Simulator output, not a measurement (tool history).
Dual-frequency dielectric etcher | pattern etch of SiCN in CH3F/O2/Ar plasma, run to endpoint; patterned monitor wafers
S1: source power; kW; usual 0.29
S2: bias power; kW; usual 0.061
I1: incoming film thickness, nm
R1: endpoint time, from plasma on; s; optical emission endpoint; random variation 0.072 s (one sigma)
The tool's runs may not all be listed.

run 1 day=0 | S1=0.29 S2=0.061 | I1=8.04 | R1=23.3
run 2 day=0.742 | S1=0.24 S2=0.055 | I1=8.1 | R1=26.2
run 3 day=1.162 | S1=0.24 S2=0.055 | I1=8.08 | R1=26.1
run 4 day=1.583 | S1=0.26 S2=0.061 | I1=8.04 | R1=24.1
run 5 day=2.142 | S1=0.29 S2=0.061 | I1=8.13 | R1=23.5
run 6 day=2.775 | S1=0.29 S2=0.061 | I1=8.09 | R1=23.2
run 7 day=3.104 | S1=0.29 S2=0.061 | I1=8.11 | R1=23.4
run 8 day=3.662 | S1=0.29 S2=0.061 | I1=8.13 | R1=23.3
run 9 day=4.217 | S1=0.29 S2=0.061 | I1=8.13 | R1=23.4
run 10 day=4.504 | S1=0.29 S2=0.061 | I1=8.11 | R1=23.3
run 11 day=5.221 | S1=0.29 S2=0.061 | I1=8.12 | R1=23.5
run 12 day=5.838 | S1=0.29 S2=0.056 | I1=8.12 | R1=24.1
run 13 day=6.417 | S1=0.31 S2=0.066 | I1=8.1 | R1=21.8
run 14 day=6.688 | S1=0.31 S2=0.066 | I1=8.03 | R1=21.7
run 15 day=7.583 | S1=0.29 S2=0.072 | I1=8.07 | R1=21.3
-- day=8.038 bias power generator calibrated
-- day=8.679 upper electrode replaced
run 16 day=8.7 | S1=0.29 S2=0.072 | I1=8.05 | R1=21.2
run 17 day=8.946 | S1=0.29 S2=0.061 | I1=8.16 | R1=23.3
-- day=10.25 wet clean of the chamber
run 18 day=10.271 | S1=0.29 S2=0.061 | I1=8.14 | R1=24
run 19 day=10.283 | S1=0.29 S2=0.061 | I1=8.15 | R1=24
run 20 day=10.504 | S1=0.29 S2=0.061 | I1=8.08 | R1=23.8

Forecast run 21:
run 21 day=11.104 | S1=0.27 S2=0.056 | I1=8.07 | R1=?

{"run 21": {"R1": 25.3}}
Without the tool's hidden state the same run would have given R1 25.5 s.
